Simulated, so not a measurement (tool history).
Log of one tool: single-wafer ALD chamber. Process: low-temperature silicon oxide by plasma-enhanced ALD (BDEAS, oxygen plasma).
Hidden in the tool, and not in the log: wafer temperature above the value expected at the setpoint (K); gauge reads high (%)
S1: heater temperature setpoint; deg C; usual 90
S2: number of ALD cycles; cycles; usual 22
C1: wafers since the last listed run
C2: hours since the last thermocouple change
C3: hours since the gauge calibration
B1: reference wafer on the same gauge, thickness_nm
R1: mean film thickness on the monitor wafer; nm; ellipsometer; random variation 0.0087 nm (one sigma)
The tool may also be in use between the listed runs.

| run | day | S1 | S2 | C1 | C2 | C3 | B1 | R1 |
|---|---|---|---|---|---|---|---|---|
| 1 | 0 | 90 | 22 | 0 | 1423.9 | 535.5 | 3.579 | 3.377 |
| 2 | 2.704 | 90 | 22 | 786 | 1488.8 | 600.4 | 3.578 | 3.362 |
| 3 | 6.4 | 96 | 19 | 1074 | 1577.5 | 689.1 | 3.581 | 2.86 |
|  | 8.267 | gauge calibrated |
| 4 | 8.75 | 96 | 19 | 683 | 1633.9 | 11.6 | 3.582 | 2.854 |
| 5 | 11.567 | 90 | 22 | 818 | 1701.5 | 79.2 | 3.58 | 3.367 |
| 6 | 14.117 | 90 | 22 | 741 | 1762.7 | 140.4 | 3.579 | 3.367 |
| 7 | 16.375 | 90 | 22 | 656 | 1816.9 | 194.6 | 3.579 | 3.371 |
| 8 | 21.671 | 90 | 22 | 1539 | 1944 | 321.7 | 3.578 | 3.362 |
| 9 | 23.829 | 90 | 22 | 627 | 1995.8 | 373.5 | 3.582 | 3.366 |
| 10 | 26.283 | 90 | 22 | 713 | 2054.7 | 432.4 | 3.581 | 3.362 |
| 11 | 28.508 | 99 | 21 | 646 | 2108.1 | 485.8 | 3.581 | 3.139 |
|  | 29.133 | thermocouple changed; heater temperature recalibrated |
| 12 | 29.762 | 77 | 23 | 267 | 15.1 | 515.9 | 3.574 | 3.792 |
| 13 | 31.796 | 90 | 20 | 591 | 63.9 | 564.7 | 3.582 | 3.134 |
| 14 | 33.154 | 90 | 22 | 394 | 96.5 | 597.3 | 3.576 | 3.441 |
|  | 33.588 | gauge calibrated |
| 15 | 35.838 | 84 | 25 | 780 | 160.9 | 54 | 3.578 | 3.999 |
| 16 | 38.217 | 90 | 22 | 691 | 218 | 111.1 | 3.582 | 3.441 |
| 17 | 41.05 | 102 | 20 | 823 | 286 | 179.1 | 3.574 | 3.003 |
| 18 | 43.571 | 97 | 19 | 732 | 346.5 | 239.6 | 3.579 | 2.889 |

Measured less the same run without the tool's hidden state. The same run-to-run variation is in both; the gauge's scatter may not be:
| run | R1 |
|---|---|
| 1 | -0.085 |
| 2 | -0.086 |
| 3 | -0.054 |
| 4 | -0.054 |
| 5 | -0.089 |
| 6 | -0.089 |
| 7 | -0.09 |
| 8 | -0.09 |
| 9 | -0.091 |
| 10 | -0.092 |
| 11 | -0.044 |
| 12 | -0.004 |
| 13 | -0.008 |
| 14 | -0.013 |
| 15 | -0.022 |
| 16 | -0.025 |
| 17 | -0.014 |
| 18 | -0.025 |

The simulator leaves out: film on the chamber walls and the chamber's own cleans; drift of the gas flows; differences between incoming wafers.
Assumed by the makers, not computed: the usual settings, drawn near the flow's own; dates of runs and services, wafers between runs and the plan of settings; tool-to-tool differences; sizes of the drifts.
